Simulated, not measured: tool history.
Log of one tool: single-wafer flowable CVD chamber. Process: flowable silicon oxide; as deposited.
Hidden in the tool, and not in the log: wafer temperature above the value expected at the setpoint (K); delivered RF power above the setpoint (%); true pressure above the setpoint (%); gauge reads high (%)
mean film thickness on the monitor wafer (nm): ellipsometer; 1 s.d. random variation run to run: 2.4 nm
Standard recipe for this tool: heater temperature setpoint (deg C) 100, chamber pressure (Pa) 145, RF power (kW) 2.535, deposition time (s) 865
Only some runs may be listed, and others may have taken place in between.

run	day	heater temperature setpoint (deg C)	chamber pressure (Pa)	RF power (kW)	deposition time (s)	wafers since the last listed run	hours since the last thermocouple change	hours since the last RF generator calibration	hours since the last manometer calibration	hours since the showerhead was replaced	hours since the gauge calibration	read-back reference wafer on the same gauge, thickness_nm	mean film thickness on the monitor wafer (nm)
1	0.000	100	145	2.535	865	0	1282.6	1775.1	2780.3	5113.0	89.1	947.772	771.138
2	0.425	100	145	2.535	865	17	1292.8	1785.3	2790.5	5123.2	99.3	946.923	775.182
3	1.108	107	145	2.535	800	28	1309.2	1801.7	2806.9	5139.6	115.7	946.638	547.550
4	2.583	100	145	2.770	996	60	1344.6	1837.1	2842.3	5175.0	151.1	946.306	895.479
# day 3.292: thermocouple changed; heater temperature recalibrated
5	3.312	100	145	2.535	865	16	0.5	1854.6	2859.8	5192.5	168.6	946.645	844.462
# day 3.792: RF generator calibrated
6	3.812	100	145	2.535	865	6	12.5	0.5	2871.8	5204.5	180.6	946.192	837.744
7	4.379	100	145	2.535	865	23	26.1	14.1	2885.4	5218.1	194.2	946.718	838.852
8	4.800	95	145	2.535	865	17	36.2	24.2	2895.5	5228.2	204.3	946.482	1010.448
# day 4.929: gauge calibrated
# day 5.142: showerhead replaced
9	5.162	113	145	2.535	865	1	44.9	32.9	2904.2	0.5	5.6	948.014	516.657
10	5.550	100	135	2.030	1002	15	54.2	42.2	2913.5	9.8	14.9	948.148	876.410
# day 5.988: capacitance manometer re-zeroed and calibrated
11	6.008	86	145	2.535	865	5	65.2	53.2	0.5	20.8	25.9	946.257	1386.202
12	6.204	95	145	2.535	865	8	69.9	57.9	5.2	25.5	30.6	947.090	1007.344
13	6.617	100	177	2.535	1013	16	79.8	67.8	15.1	35.4	40.5	946.425	1187.946
14	7.008	100	145	2.535	865	16	89.2	77.2	24.5	44.8	49.9	947.330	830.444

Run 15 is up next; what results do you expect?
15	7.500	100	145	2.535	865	20	101.0	89.0	36.3	56.6	61.7	?	?

read-back reference wafer on the same gauge, thickness_nm: 947.361
mean film thickness on the monitor wafer (nm): 827.652
Were there no unlogged condition in the tool, this run, its random variation unchanged, would have produced mean film thickness on the monitor wafer (nm) 840.272.

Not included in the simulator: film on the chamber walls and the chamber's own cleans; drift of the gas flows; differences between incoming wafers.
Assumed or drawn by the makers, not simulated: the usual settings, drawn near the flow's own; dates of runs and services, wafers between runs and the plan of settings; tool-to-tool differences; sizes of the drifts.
